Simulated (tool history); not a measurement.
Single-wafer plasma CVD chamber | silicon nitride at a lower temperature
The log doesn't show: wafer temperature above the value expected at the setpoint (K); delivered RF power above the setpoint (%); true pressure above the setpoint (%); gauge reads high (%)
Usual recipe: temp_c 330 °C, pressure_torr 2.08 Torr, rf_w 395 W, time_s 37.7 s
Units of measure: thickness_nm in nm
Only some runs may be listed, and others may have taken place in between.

| run | hour | temp_c | pressure_torr | rf_w | time_s | wafers since the last listed run | hours since the last thermocouple change | hours since the last RF generator calibration | hours since the last manometer calibration | hours since the showerhead was replaced | hours since the gauge calibration | read-back reference wafer on the same gauge, thickness_nm | thickness_nm |
|---|---|---|---|---|---|---|---|---|---|---|---|---|---|
| 1 | 0 | 330 | 2.08 | 395 | 37.7 | 0 | 1946.8 | 1174.7 | 885 | 2626.5 | 358.7 | 56.572 | 61.387 |
| 2 | 55.1 | 327 | 2.08 | 395 | 33.6 | 1048 | 2001.9 | 1229.8 | 940.1 | 2681.6 | 413.8 | 56.583 | 54.72 |
| 3 | 126.5 | 327 | 2.08 | 395 | 33.6 | 1359 | 2073.3 | 1301.2 | 1011.5 | 2753 | 485.2 | 56.593 | 54.727 |
| 4 | 190.2 | 327 | 2.08 | 395 | 33.6 | 1212 | 2137 | 1364.9 | 1075.2 | 2816.7 | 548.9 | 56.652 | 54.807 |
| 5 | 228.8 | 322 | 2.08 | 395 | 37.7 | 734 | 2175.6 | 1403.5 | 1113.8 | 2855.3 | 587.5 | 56.584 | 61.577 |
| 6 | 289.9 | 322 | 2.08 | 395 | 37.7 | 1162 | 2236.7 | 1464.6 | 1174.9 | 2916.4 | 648.6 | 56.65 | 61.489 |
| 7 | 337.8 | 322 | 2.08 | 395 | 37.7 | 911 | 2284.6 | 1512.5 | 1222.8 | 2964.3 | 696.5 | 56.598 | 61.749 |
| 8 | 377.4 | 330 | 2.08 | 395 | 37.7 | 753 | 2324.2 | 1552.1 | 1262.4 | 3003.9 | 736.1 | 56.602 | 61.56 |
| 9 | 432.2 | 330 | 2.08 | 395 | 37.7 | 1043 | 2379 | 1606.9 | 1317.2 | 3058.7 | 790.9 | 56.634 | 60.971 |
| 10 | 497.6 | 330 | 2.08 | 395 | 37.7 | 1244 | 2444.4 | 1672.3 | 1382.6 | 3124.1 | 856.3 | 56.671 | 61.358 |
| 11 | 546.4 | 330 | 2.08 | 395 | 37.7 | 928 | 2493.2 | 1721.1 | 1431.4 | 3172.9 | 905.1 | 56.635 | 61.461 |
|  | 556.3 | RF generator calibrated |
|  | 581.7 | thermocouple changed; heater temperature recalibrated |
| 12 | 589.9 | 330 | 2.08 | 395 | 37.7 | 523 | 8.2 | 33.6 | 1474.9 | 3216.4 | 948.6 | 56.603 | 62.402 |
|  | 671.8 | capacitance manometer re-zeroed and calibrated |
| 13 | 707.6 | 330 | 1.97 | 395 | 37.7 | 2088 | 125.9 | 151.3 | 35.8 | 3334.1 | 1066.3 | 56.607 | 61.325 |
| 14 | 778.5 | 330 | 2.08 | 395 | 30.7 | 1349 | 196.8 | 222.2 | 106.7 | 3405 | 1137.2 | 56.624 | 50.188 |
| 15 | 806.7 | 330 | 2.08 | 395 | 37.7 | 536 | 225 | 250.4 | 134.9 | 3433.2 | 1165.4 | 56.688 | 61.616 |
| 16 | 837.2 | 330 | 2.08 | 395 | 34.9 | 580 | 255.5 | 280.9 | 165.4 | 3463.7 | 1195.9 | 56.576 | 57.15 |
| 17 | 876.4 | 330 | 1.79 | 395 | 37.7 | 746 | 294.7 | 320.1 | 204.6 | 3502.9 | 1235.1 | 56.599 | 59.285 |
| 18 | 939 | 330 | 2.56 | 395 | 37.7 | 1191 | 357.3 | 382.7 | 267.2 | 3565.5 | 1297.7 | 56.571 | 64.454 |
| 19 | 982.4 | 330 | 2.08 | 395 | 37.7 | 826 | 400.7 | 426.1 | 310.6 | 3608.9 | 1341.1 | 56.672 | 61.84 |
| 20 | 1030.9 | 330 | 2.58 | 445 | 40.1 | 923 | 449.2 | 474.6 | 359.1 | 3657.4 | 1389.6 | 56.554 | 76.493 |
| 21 | 1085.7 | 330 | 2.08 | 395 | 34.3 | 1043 | 504 | 529.4 | 413.9 | 3712.2 | 1444.4 | 56.596 | 55.866 |
|  | 1089.8 | gauge calibrated |
|  | 1147.9 | showerhead replaced |
| 22 | 1148.4 | 325 | 2.08 | 395 | 37.7 | 1041 | 566.7 | 592.1 | 476.6 | 0.5 | 58.6 | 56.672 | 61.265 |
| 23 | 1189.2 | 336 | 2.08 | 395 | 37.7 | 776 | 607.5 | 632.9 | 517.4 | 41.3 | 99.4 | 56.564 | 61.44 |
| 24 | 1219.3 | 330 | 2.28 | 395 | 34.3 | 572 | 637.6 | 663 | 547.5 | 71.4 | 129.5 | 56.589 | 57.371 |
| 25 | 1270.6 | 330 | 2.25 | 395 | 34.7 | 976 | 688.9 | 714.3 | 598.8 | 122.7 | 180.8 | 56.651 | 57.533 |
| 26 | 1324.3 | 330 | 2.46 | 455 | 37.7 | 1022 | 742.6 | 768 | 652.5 | 176.4 | 234.5 | 56.592 | 72.67 |
| 27 | 1435.2 | 330 | 2.08 | 395 | 37.7 | 2110 | 853.5 | 878.9 | 763.4 | 287.3 | 345.4 | 56.576 | 61.188 |

Hidden state or all else? Some run-to-run changes of thickness_nm, split into what the settings, what came in and random variation would give without the hidden state, and what is left for the hidden state (with any gauge scatter that isn't in both results):
Run 11 -> 12: RF generator calibrated, thermocouple changed; heater temperature recalibrated. thickness_nm +0.941 nm: hidden state +0.97, all else -0.029.
Run 12 -> 13: pressure_torr 2.08 -> 1.97, capacitance manometer re-zeroed and calibrated. thickness_nm -1.077 nm: hidden state -0.678, all else -0.399.
Run 20 -> 21: pressure_torr 2.58 -> 2.08, rf_w 445 -> 395, time_s 40.1 -> 34.3. thickness_nm -20.627 nm: hidden state +0.048, all else -20.675.
Run 25 -> 26: pressure_torr 2.25 -> 2.46, rf_w 395 -> 455, time_s 34.7 -> 37.7. thickness_nm +15.137 nm: hidden state -0.036, all else +15.173.
